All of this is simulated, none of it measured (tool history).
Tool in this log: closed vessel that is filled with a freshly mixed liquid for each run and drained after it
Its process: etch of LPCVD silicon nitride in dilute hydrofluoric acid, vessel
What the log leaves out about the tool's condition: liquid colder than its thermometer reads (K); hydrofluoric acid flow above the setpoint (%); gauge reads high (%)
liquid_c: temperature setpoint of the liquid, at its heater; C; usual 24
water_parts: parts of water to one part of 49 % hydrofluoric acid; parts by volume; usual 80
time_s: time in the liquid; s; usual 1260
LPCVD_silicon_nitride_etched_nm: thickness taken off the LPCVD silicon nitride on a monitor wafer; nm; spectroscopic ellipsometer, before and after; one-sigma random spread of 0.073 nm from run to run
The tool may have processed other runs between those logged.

run	hour	liquid_c	water_parts	time_s	wafers since the last listed run	hours since the thermometer was replaced	hours since the hydrofluoric acid flow meter was replaced	hours since the gauge calibration	read-back film thickness of the LPCVD silicon nitride reference wafer, read on the same gauge (nm)	LPCVD_silicon_nitride_etched_nm
1	0	24	80	1260	0	228.6	557.1	497.8	140	7.31
2	18.3	24	80	1260	1084	246.9	575.4	516.1	139.99	7.22
3	38	24	80	1260	1167	266.6	595.1	535.8	140	7.21
4	64.3	24	80	1260	1559	292.9	621.4	562.1	140.01	7.07
5	94.7	22.5	65	1260	1802	323.3	651.8	592.5	139.99	7.95
6	121.7	24	80	1260	1600	350.3	678.8	619.5	139.99	7.26
7	139.4	24	80	1260	1049	368	696.5	637.2	140.01	7.04
8	159.4	24	80	1260	1185	388	716.5	657.2	140	7.17
9	193.5	24	100	1260	2021	422.1	750.6	691.3	139.99	5.64
10	228.4	22	80	1260	2068	457	785.5	726.2	140.03	6.12
11	251	22	80	1260	1339	479.6	808.1	748.8	140	6.14
# hour 306.1: gauge calibrated
12	329	22	80	1260	4623	557.6	886.1	22.9	140.03	6.03
13	345	20.5	80	1260	948	573.6	902.1	38.9	140	5.38
# hour 373.9: thermometer replaced
14	374.4	24	95	1260	1683	0.5	931.5	68.3	139.98	6.45
15	399.2	19.5	55	1260	1470	25.3	956.3	93.1	139.99	8.05
16	435.1	28	50	540	2128	61.2	992.2	129	140.01	6.62
# hour 455.8: hydrofluoric acid flow meter replaced
17	475.8	22.5	80	1260	2353	101.9	20	169.7	140.02	6.67
18	497.9	20	80	1260	1310	124	42.1	191.8	140	5.62
19	514.9	24	80	1260	1007	141	59.1	208.8	140	7.29
20	528.9	19.5	65	1260	829	155	73.1	222.8	140.01	6.56
21	550.2	24	65	1260	1262	176.3	94.4	244.1	139.97	8.8
22	575.2	22.5	80	1260	1481	201.3	119.4	269.1	140.01	6.58
23	609.8	24	80	1260	2051	235.9	154	303.7	139.99	7.22
24	638.8	24	55	1260	1719	264.9	183	332.7	140.02	10.4
25	656.9	19.5	50	805	1072	283	201.1	350.8	140.01	5.28
26	686.2	29	90	1260	1736	312.3	230.4	380.1	140.02	8.73
27	707.4	20.5	55	1260	1256	333.5	251.6	401.3	139.99	8.01
28	739.2	24	80	1260	1885	365.3	283.4	433.1	140.01	7.05
29	772.4	19.5	80	1695	1968	398.5	316.6	466.3	139.99	6.83
30	798.1	24	80	1260	1523	424.2	342.3	492	139.99	7.04
31	821.9	24	80	1600	1410	448	366.1	515.8	140	8.78
32	854.9	22.5	50	1860	1956	481	399.1	548.8	139.98	14.62

Predict each of these 4 candidate next runs independently; none follows another, all start after run 32:
A	855.9	24	80	1260	59	482	400.1	549.8	?	?
B	855.9	29	120	2000	59	482	400.1	549.8	?	?
C	855.9	22.5	65	1585	59	482	400.1	549.8	?	?
D	855.9	19.5	60	1010	59	482	400.1	549.8	?	?

run	read-back film thickness of the LPCVD silicon nitride reference wafer, read on the same gauge (nm)	LPCVD_silicon_nitride_etched_nm
A	139.99	6.8
B	139.99	10.02
C	139.99	9.47
D	139.99	5.3
Had the tool no hidden state, the same runs would have come out as:
run	LPCVD_silicon_nitride_etched_nm
A	7.54
B	11.04
C	10.52
D	5.9

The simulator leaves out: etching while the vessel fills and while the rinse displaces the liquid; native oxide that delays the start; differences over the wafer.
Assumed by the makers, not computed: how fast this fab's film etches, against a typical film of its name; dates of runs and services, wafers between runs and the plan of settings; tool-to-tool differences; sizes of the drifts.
